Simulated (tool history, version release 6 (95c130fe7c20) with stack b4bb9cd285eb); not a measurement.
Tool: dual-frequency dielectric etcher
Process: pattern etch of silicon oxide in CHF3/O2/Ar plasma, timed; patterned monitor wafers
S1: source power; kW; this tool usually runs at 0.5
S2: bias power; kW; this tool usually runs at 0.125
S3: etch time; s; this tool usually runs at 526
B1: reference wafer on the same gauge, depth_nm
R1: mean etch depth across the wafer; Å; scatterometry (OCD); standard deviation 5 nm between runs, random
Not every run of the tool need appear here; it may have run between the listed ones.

| run | day | S1 | S2 | S3 | B1 | R1 |
|---|---|---|---|---|---|---|
| 1 | 0 | 0.5 | 0.125 | 526 | 1040.7 | 9365 |
| 2 | 0.833 | 0.5 | 0.125 | 526 | 1035.5 | 9349 |
| 3 | 4.85 | 0.5 | 0.147 | 526 | 1035.6 | 9972 |
| 4 | 6.033 | 0.5 | 0.147 | 526 | 1037.1 | 9954 |
|  | 7.533 | wet clean of the chamber |
| 5 | 7.554 | 0.5 | 0.147 | 526 | 1035.9 | 9938 |
|  | 7.625 | gauge calibrated |
| 6 | 8.042 | 0.5 | 0.125 | 426.5 | 1039.5 | 7612 |
| 7 | 8.712 | 0.5 | 0.125 | 426.5 | 1034.4 | 7553 |
| 8 | 9.383 | 0.5 | 0.125 | 426.5 | 1037.6 | 7564 |
| 9 | 10.504 | 0.5 | 0.125 | 473.5 | 1037.1 | 8382 |
| 10 | 11.912 | 0.5 | 0.125 | 473.5 | 1035.9 | 8494 |
|  | 12.929 | source power generator calibrated |
| 11 | 13.4 | 0.5 | 0.125 | 473.5 | 1038.2 | 8389 |
| 12 | 14.471 | 0.5 | 0.125 | 526 | 1034.4 | 9380 |
| 13 | 15.488 | 0.4 | 0.125 | 526 | 1039.1 | 7988 |
|  | 15.671 | bias power generator calibrated |
| 14 | 16.017 | 0.38 | 0.106 | 630 | 1039.6 | 8581 |
| 15 | 16.596 | 0.5 | 0.125 | 526 | 1036.6 | 9305 |
| 16 | 18.025 | 0.5 | 0.116 | 604 | 1037.2 | 10400 |
|  | 19.204 | upper electrode replaced |
| 17 | 19.225 | 0.5 | 0.154 | 674 | 1035.9 | 13119 |
| 18 | 19.667 | 0.44 | 0.099 | 400.5 | 1036.5 | 5931 |

What will run 19 give?
| 19 | 20.967 | 0.55 | 0.107 | 465 | ? | ? |

B1: 1038.6
R1: 8305 Å
Had the tool carried no hidden state, the very same run would have given R1 8305 Å.
